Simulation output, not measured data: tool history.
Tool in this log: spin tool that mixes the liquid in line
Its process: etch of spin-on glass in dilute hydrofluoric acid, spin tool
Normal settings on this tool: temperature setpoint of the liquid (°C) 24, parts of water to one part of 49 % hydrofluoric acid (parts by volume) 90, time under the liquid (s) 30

| run | hour | temperature setpoint of the liquid (°C) | parts of water to one part of 49 % hydrofluoric acid (parts by volume) | time under the liquid (s) | wafers since the last listed run | hours since the thermometer was replaced | hours since the hydrofluoric acid flow meter was replaced | hours since the gauge calibration | read-back film thickness of the spin-on glass reference wafer, read on the same gauge (nm) | thickness taken off the spin-on glass on a monitor wafer (Å) |
|---|---|---|---|---|---|---|---|---|---|---|
| 1 | 0 | 24 | 90 | 30 | 0 | 399.2 | 576.1 | 1602.5 | 39.99 | 143.5 |
|  | 82.9 | hydrofluoric acid flow meter replaced |
| 2 | 85 | 24 | 90 | 30 | 1657 | 484.2 | 2.1 | 1687.5 | 40.03 | 143.8 |
| 3 | 132.9 | 24 | 90 | 30 | 945 | 532.1 | 50 | 1735.4 | 40.01 | 144.3 |
| 4 | 180.2 | 24 | 90 | 30 | 933 | 579.4 | 97.3 | 1782.7 | 40.01 | 144.2 |
| 5 | 271.6 | 24 | 90 | 30 | 1803 | 670.8 | 188.7 | 1874.1 | 40.01 | 145.9 |
| 6 | 338.4 | 24 | 90 | 30 | 1318 | 737.6 | 255.5 | 1940.9 | 40.03 | 143.8 |
| 7 | 390 | 24 | 90 | 30 | 1018 | 789.2 | 307.1 | 1992.5 | 40.02 | 144.5 |
| 8 | 458.8 | 24 | 90 | 30 | 1357 | 858 | 375.9 | 2061.3 | 39.98 | 145.4 |
|  | 461.2 | thermometer replaced |
| 9 | 546.4 | 26.5 | 90 | 30 | 1709 | 85.2 | 463.5 | 2148.9 | 40 | 161.3 |
| 10 | 619.9 | 26.5 | 90 | 30 | 1450 | 158.7 | 537 | 2222.4 | 40 | 161.2 |
| 11 | 689.3 | 25 | 90 | 30 | 1369 | 228.1 | 606.4 | 2291.8 | 39.99 | 152.3 |
|  | 704.7 | hydrofluoric acid flow meter replaced |
| 12 | 789.9 | 22.5 | 135 | 50 | 1965 | 328.7 | 85.2 | 2392.4 | 40.04 | 143.8 |
|  | 814.3 | gauge calibrated |
| 13 | 848.9 | 24 | 75 | 45 | 1164 | 387.7 | 144.2 | 34.6 | 40.02 | 264 |
| 14 | 933.8 | 24 | 90 | 30 | 1675 | 472.6 | 229.1 | 119.5 | 40.02 | 147.2 |
| 15 | 1020 | 24 | 90 | 30 | 1701 | 558.8 | 315.3 | 205.7 | 40.03 | 146.5 |
| 16 | 1111.4 | 21 | 90 | 40 | 1803 | 650.2 | 406.7 | 297.1 | 39.99 | 174.4 |
| 17 | 1181.5 | 24 | 120 | 30 | 1383 | 720.3 | 476.8 | 367.2 | 40 | 104.3 |
|  | 1225.2 | thermometer replaced |
| 18 | 1242.1 | 24 | 90 | 30 | 1176 | 16.9 | 537.4 | 427.8 | 39.96 | 145.3 |
|  | 1277.2 | hydrofluoric acid flow meter replaced |
| 19 | 1315.7 | 21.5 | 90 | 40 | 1432 | 90.5 | 38.5 | 501.4 | 39.98 | 174.8 |
| 20 | 1407.5 | 24 | 110 | 30 | 1811 | 182.3 | 130.3 | 593.2 | 40 | 115 |
| 21 | 1468.1 | 21 | 90 | 15 | 1196 | 242.9 | 190.9 | 653.8 | 40.02 | 63.6 |
| 22 | 1660.6 | 26 | 90 | 20 | 3799 | 435.4 | 383.4 | 846.3 | 39.97 | 104.3 |
| 23 | 1877.7 | 22.5 | 70 | 30 | 4284 | 652.5 | 600.5 | 1063.4 | 39.98 | 181.5 |

State the hidden condition of the tool at each of the runs:
liquid colder than its thermometer reads (K): 0 on each run
hydrofluoric acid flow below the setpoint (%): 0 on each run
gauge reads high (%): 0 on each run

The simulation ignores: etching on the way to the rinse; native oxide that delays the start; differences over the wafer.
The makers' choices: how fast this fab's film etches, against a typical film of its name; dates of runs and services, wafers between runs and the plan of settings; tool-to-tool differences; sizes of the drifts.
